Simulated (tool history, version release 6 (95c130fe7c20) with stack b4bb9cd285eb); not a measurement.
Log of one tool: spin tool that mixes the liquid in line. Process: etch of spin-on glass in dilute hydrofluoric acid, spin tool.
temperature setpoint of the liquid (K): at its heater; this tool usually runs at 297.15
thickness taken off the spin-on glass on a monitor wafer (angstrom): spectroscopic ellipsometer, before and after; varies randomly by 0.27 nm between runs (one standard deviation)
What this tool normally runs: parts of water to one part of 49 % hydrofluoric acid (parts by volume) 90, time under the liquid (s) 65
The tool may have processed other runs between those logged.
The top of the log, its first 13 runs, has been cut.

| run | hour | temperature setpoint of the liquid (K) | parts of water to one part of 49 % hydrofluoric acid (parts by volume) | time under the liquid (s) | read-back film thickness of the spin-on glass reference wafer, read on the same gauge (nm) | thickness taken off the spin-on glass on a monitor wafer (angstrom) |
|---|---|---|---|---|---|---|
| 14 | 1074.7 | 297.15 | 90 | 65 | 79.95 | 372.0 |
| 15 | 1124.0 | 292.15 | 60 | 100 | 80.01 | 729.9 |
| 16 | 1175.4 | 293.15 | 105 | 65 | 79.96 | 268.2 |
|  | 1190.1 | thermometer replaced |
| 17 | 1280.5 | 297.15 | 105 | 65 | 80.03 | 316.9 |
| 18 | 1356.3 | 293.15 | 120 | 65 | 79.99 | 232.8 |
| 19 | 1438.4 | 297.15 | 55 | 90 | 80.01 | 888.0 |
| 20 | 1543.9 | 297.15 | 65 | 65 | 80.03 | 543.4 |
| 21 | 1588.4 | 297.15 | 90 | 65 | 79.97 | 376.4 |
| 22 | 1677.0 | 297.15 | 90 | 35 | 80.02 | 205.3 |
| 23 | 1717.5 | 293.65 | 125 | 65 | 80.04 | 229.9 |
| 24 | 1793.5 | 297.15 | 90 | 65 | 80.01 | 388.6 |
|  | 1831.6 | hydrofluoric acid flow meter replaced |
| 25 | 1897.5 | 297.15 | 125 | 65 | 80.02 | 250.0 |
| 26 | 1995.2 | 297.15 | 45 | 65 | 79.99 | 773.9 |

Run 27 has not been measured yet. What should we expect?
| 27 | 2232.9 | 295.15 | 70 | 100 | ? | ? |

For run 27 the tool returned read-back film thickness of the spin-on glass reference wafer, read on the same gauge (nm) 80.03, thickness taken off the spin-on glass on a monitor wafer (angstrom) 691.8.
Without the tool's hidden state the same run would have given thickness taken off the spin-on glass on a monitor wafer (angstrom) 678.1.
